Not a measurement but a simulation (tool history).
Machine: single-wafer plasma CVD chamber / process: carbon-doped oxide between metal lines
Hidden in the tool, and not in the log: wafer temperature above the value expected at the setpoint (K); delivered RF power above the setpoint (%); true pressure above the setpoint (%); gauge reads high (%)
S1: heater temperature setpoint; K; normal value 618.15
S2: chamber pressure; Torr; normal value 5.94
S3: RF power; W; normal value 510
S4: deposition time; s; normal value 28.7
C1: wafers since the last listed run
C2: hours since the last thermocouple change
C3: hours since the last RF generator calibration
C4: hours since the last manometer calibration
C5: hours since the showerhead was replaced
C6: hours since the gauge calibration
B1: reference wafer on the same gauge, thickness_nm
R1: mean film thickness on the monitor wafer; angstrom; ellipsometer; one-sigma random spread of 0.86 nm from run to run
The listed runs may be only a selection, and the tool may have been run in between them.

run   hour      S1    S2   S3    S4    C1     C2      C3      C4      C5      C6       B1       R1
  1      0  618.15  5.94  510  28.7     0    112   368.1  2221.7  3284.2   503.2  153.028  1549.46
  2   56.8  618.15  4.83  510  28.7  1177  168.8   424.9  2278.5    3341     560  153.024  1530.84
  3  234.5  618.15  4.83  510  28.7  3683  346.5   602.6  2456.2  3518.7   737.7  153.592  1528.45
  4  287.5  618.15  7.01  510  28.7  1098  399.5   655.6  2509.2  3571.7   790.7  153.774  1571.54
  5  353.9  618.15  5.94  510  28.7  1376  465.9     722  2575.6  3638.1   857.1  153.932  1574.05
  6    422  627.15  5.94  510  28.7  1411    534   790.1  2643.7  3706.2   925.2  154.089  1519.41
  7  485.8  627.15  5.94  510  28.7  1322  597.8   853.9  2707.5    3770     989  154.137  1524.02
     540.7  -- showerhead replaced
  8  541.7  613.15  5.94  510  28.7   992  653.7   909.8  2763.4       1  1044.9  153.972   1592.6
     564.6  -- gauge calibrated
  9  575.4  613.15  5.94  510  28.7   698  687.4   943.5  2797.1    34.7    10.8    148.7   1538.2
 10  636.2  613.15  5.94  510  28.7  1260  748.2  1004.3  2857.9    95.5    71.6  149.247  1554.03
 11  677.7  618.15  5.94  510  28.7   860  789.7  1045.8  2899.4     137   113.1  149.975  1508.09
 12    717  618.15  7.22  545  30.5   814    829  1085.1  2938.7   176.3   152.4  150.101     1732
 13  788.9  611.15  5.94  510  28.7  1490  900.9    1157  3010.6   248.2   224.3  150.874  1592.43
 14  841.5  614.15  5.94  480  28.7  1090  953.5  1209.6  3063.2   300.8   276.9  151.129   1502.6

The next listed run, before its measurement:
 15  881.9  618.15  7.22  545  30.5  837  993.9  1250  3103.6  341.2  317.3   ?   ?

Run 15 gave B1 151.679, R1 1744.86 angstrom.
With no hidden state in the tool, this same run would have given R1 1702.55 angstrom.
